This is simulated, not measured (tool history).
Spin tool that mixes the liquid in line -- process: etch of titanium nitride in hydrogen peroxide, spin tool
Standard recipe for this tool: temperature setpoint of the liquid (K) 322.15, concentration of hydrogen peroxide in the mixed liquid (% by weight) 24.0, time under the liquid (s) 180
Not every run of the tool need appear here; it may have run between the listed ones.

run    hour  temperature setpoint of the liquid (K)  concentration of hydrogen peroxide in the mixed liquid (% by weight)  time under the liquid (s)  wafers since the last listed run  hours since the thermometer was replaced  hours since the peroxide flow meter was replaced  hours since the heated supply line was repaired  hours since the drum of peroxide was connected  hours since the gauge calibration  read-back film thickness of the titanium nitride reference wafer, read on the same gauge (nm)  thickness taken off the titanium nitride on a monitor wafer (angstrom)
  1     0.0                                  322.15                                                                  24.0                        180                                 0                                     857.2                                             737.4                                             76.1                                           139.5                             1315.1                                                                                          29.99                                                                    62.7
        4.7  -- thermometer replaced
  2    52.1                                  322.15                                                                  24.0                        180                               259                                      47.4                                             789.5                                            128.2                                           191.6                             1367.2                                                                                          30.01                                                                    61.3
  3   102.4                                  330.15                                                                  24.0                        235                               255                                      97.7                                             839.8                                            178.5                                           241.9                             1417.5                                                                                          30.03                                                                   143.4
      136.1  -- gauge calibrated
  4   147.4                                  322.15                                                                  24.0                        265                               228                                     142.7                                             884.8                                            223.5                                           286.9                               11.3                                                                                          30.01                                                                    89.9
  5   241.7                                  329.65                                                                  24.0                        180                               478                                     237.0                                             979.1                                            317.8                                           381.2                              105.6                                                                                          30.01                                                                   103.6
  6   293.2                                  329.65                                                                  24.0                        180                               261                                     288.5                                            1030.6                                            369.3                                           432.7                              157.1                                                                                          30.02                                                                   103.5
  7   336.4                                  318.15                                                                  18.0                        250                               219                                     331.7                                            1073.8                                            412.5                                           475.9                              200.3                                                                                          29.99                                                                    58.5
  8   373.1                                  327.15                                                                  30.0                        180                               186                                     368.4                                            1110.5                                            449.2                                           512.6                              237.0                                                                                          30.02                                                                    90.6
  9   437.5                                  322.15                                                                  26.5                         80                               327                                     432.8                                            1174.9                                            513.6                                           577.0                              301.4                                                                                          30.01                                                                    27.3
      464.4  -- new drum of peroxide connected
 10   486.8                                  322.15                                                                  24.0                        130                               245                                     482.1                                            1224.2                                            562.9                                            22.4                              350.7                                                                                          30.03                                                                    43.1
 11   571.3                                  331.65                                                                  24.0                        180                               429                                     566.6                                            1308.7                                            647.4                                           106.9                              435.2                                                                                          30.03                                                                   118.3
 12   646.2                                  322.15                                                                  17.5                        220                               380                                     641.5                                            1383.6                                            722.3                                           181.8                              510.1                                                                                          29.97                                                                    68.5
      748.4  -- peroxide flow meter replaced
 13   749.2                                  322.15                                                                  24.0                        180                               517                                     744.5                                               0.8                                            825.3                                           284.8                              613.1                                                                                          30.04                                                                    59.6
 14   834.9                                  322.15                                                                  24.0                        180                               435                                     830.2                                              86.5                                            911.0                                           370.5                              698.8                                                                                          29.96                                                                    59.3
      953.3  -- new drum of peroxide connected
     1025.6  -- thermometer replaced
 15  1118.7                                  322.15                                                                  27.0                        180                              1431                                      93.1                                             370.3                                           1194.8                                           165.4                              982.6                                                                                          30.02                                                                    58.9
 16  1175.0                                  322.15                                                                  24.0                        180                               285                                     149.4                                             426.6                                           1251.1                                           221.7                             1038.9                                                                                          29.98                                                                    58.4
 17  1218.2                                  322.15                                                                  19.5                        110                               219                                     192.6                                             469.8                                           1294.3                                           264.9                             1082.1                                                                                          29.97                                                                    33.7
 18  1313.6                                  313.65                                                                  19.0                        180                               484                                     288.0                                             565.2                                           1389.7                                           360.3                             1177.5                                                                                          30.00                                                                    28.7
 19  1378.1                                  317.15                                                                  24.0                        180                               327                                     352.5                                             629.7                                           1454.2                                           424.8                             1242.0                                                                                          30.00                                                                    39.2
 20  1421.6                                  318.15                                                                  30.0                        225                               220                                     396.0                                             673.2                                           1497.7                                           468.3                             1285.5                                                                                          29.94                                                                    55.3
 21  1491.8                                  322.15                                                                  24.0                        180                               356                                     466.2                                             743.4                                           1567.9                                           538.5                             1355.7                                                                                          29.98                                                                    57.4
 22  1530.4                                  315.15                                                                  20.5                        265                               196                                     504.8                                             782.0                                           1606.5                                           577.1                             1394.3                                                                                          30.01                                                                    48.4
     1531.9  -- new drum of peroxide connected
 23  1568.9                                  322.15                                                                  24.0                        250                               190                                     543.3                                             820.5                                           1645.0                                            37.0                             1432.8                                                                                          29.98                                                                    79.5
     1604.8  -- gauge calibrated
 24  1655.4                                  325.15                                                                  24.0                        180                               439                                     629.8                                             907.0                                           1731.5                                           123.5                               50.6                                                                                          30.04                                                                    70.4
 25  1692.1                                  322.15                                                                  24.0                        180                               186                                     666.5                                             943.7                                           1768.2                                           160.2                               87.3                                                                                          30.02                                                                    57.0

State the hidden condition of the tool at each of the runs:
liquid colder than its thermometer reads (K): 0, the same for each run
peroxide flow below the setpoint (%): 0, the same for each run
peroxide weaker than its label (%): 0, the same for each run
gauge reads high (%): 0, the same for each run
H1: temperature lost on the way to the wafer (K)
run      H1
  1  0.0998
  2   0.134
  3   0.168
  4   0.197
  5    0.26
  6   0.294
  7   0.323
  8   0.347
  9    0.39
 10   0.422
 11   0.478
 12   0.528
 13   0.596
 14   0.653
 15   0.841
 16   0.878
 17   0.907
 18    0.97
 19    1.01
 20    1.04
 21    1.09
 22    1.11
 23    1.14
 24     1.2
 25    1.22
